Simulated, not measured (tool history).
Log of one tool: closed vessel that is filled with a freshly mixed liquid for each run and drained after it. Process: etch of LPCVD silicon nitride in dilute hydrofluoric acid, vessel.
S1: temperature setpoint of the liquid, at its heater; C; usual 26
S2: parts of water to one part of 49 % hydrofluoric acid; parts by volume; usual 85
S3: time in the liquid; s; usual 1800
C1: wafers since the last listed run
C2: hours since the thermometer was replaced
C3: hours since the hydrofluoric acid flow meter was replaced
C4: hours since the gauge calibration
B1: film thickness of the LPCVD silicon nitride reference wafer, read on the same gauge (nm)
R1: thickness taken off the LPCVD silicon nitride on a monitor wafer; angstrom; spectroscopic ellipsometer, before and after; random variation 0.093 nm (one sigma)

run     day  S1   S2    S3    C1     C2      C3     C4      B1     R1
  1   0.000  26   85  1800     0  458.7   854.9  295.3  129.30  111.0
      0.779  -- thermometer replaced
  2   2.562  26   85  1800  2254   42.8   916.4  356.8  129.01  112.6
  3   3.746  26   85  1800  1058   71.2   944.8  385.2  128.85  111.6
  4   5.292  26   85  2560  1382  108.3   981.9  422.3  128.64  160.3
  5   7.596  26   85  1800  2060  163.6  1037.2  477.6  128.29  112.5
  6   9.888  26   85  1800  2049  218.6  1092.2  532.6  127.92  111.1
  7  11.038  26   85  1800  1028  246.2  1119.8  560.2  127.68  110.6
  8  13.688  26  110  1800  2369  309.8  1183.4  623.8  127.15   85.0
  9  15.196  26   85  1800  1348  346.0  1219.6  660.0  126.80  110.6
     16.450  -- gauge calibrated
 10  18.088  26   85  1800  2585  415.4  1289.0   39.3  130.36  112.1
 11  19.967  21   55  2785  1680  460.5  1334.1   84.4  130.32  192.8
 12  21.762  29  110  1220  1605  503.6  1377.2  127.5  130.24   72.3
 13  22.917  26   65  2685  1032  531.3  1404.9  155.2  130.18  220.2
     24.150  -- hydrofluoric acid flow meter replaced
 14  24.642  26   85  1800  1505  572.7    11.8  196.6  130.09  112.2

The next listed run, before its measurement:
     26.004  -- thermometer replaced
 15  26.762  26  85  1800  1859  18.2  62.7  247.5   ?   ?

{"run 15": {"B1": 129.94, "R1": 113.7}}
Without the tool's hidden state the same run would have given R1 113.8 angstrom.

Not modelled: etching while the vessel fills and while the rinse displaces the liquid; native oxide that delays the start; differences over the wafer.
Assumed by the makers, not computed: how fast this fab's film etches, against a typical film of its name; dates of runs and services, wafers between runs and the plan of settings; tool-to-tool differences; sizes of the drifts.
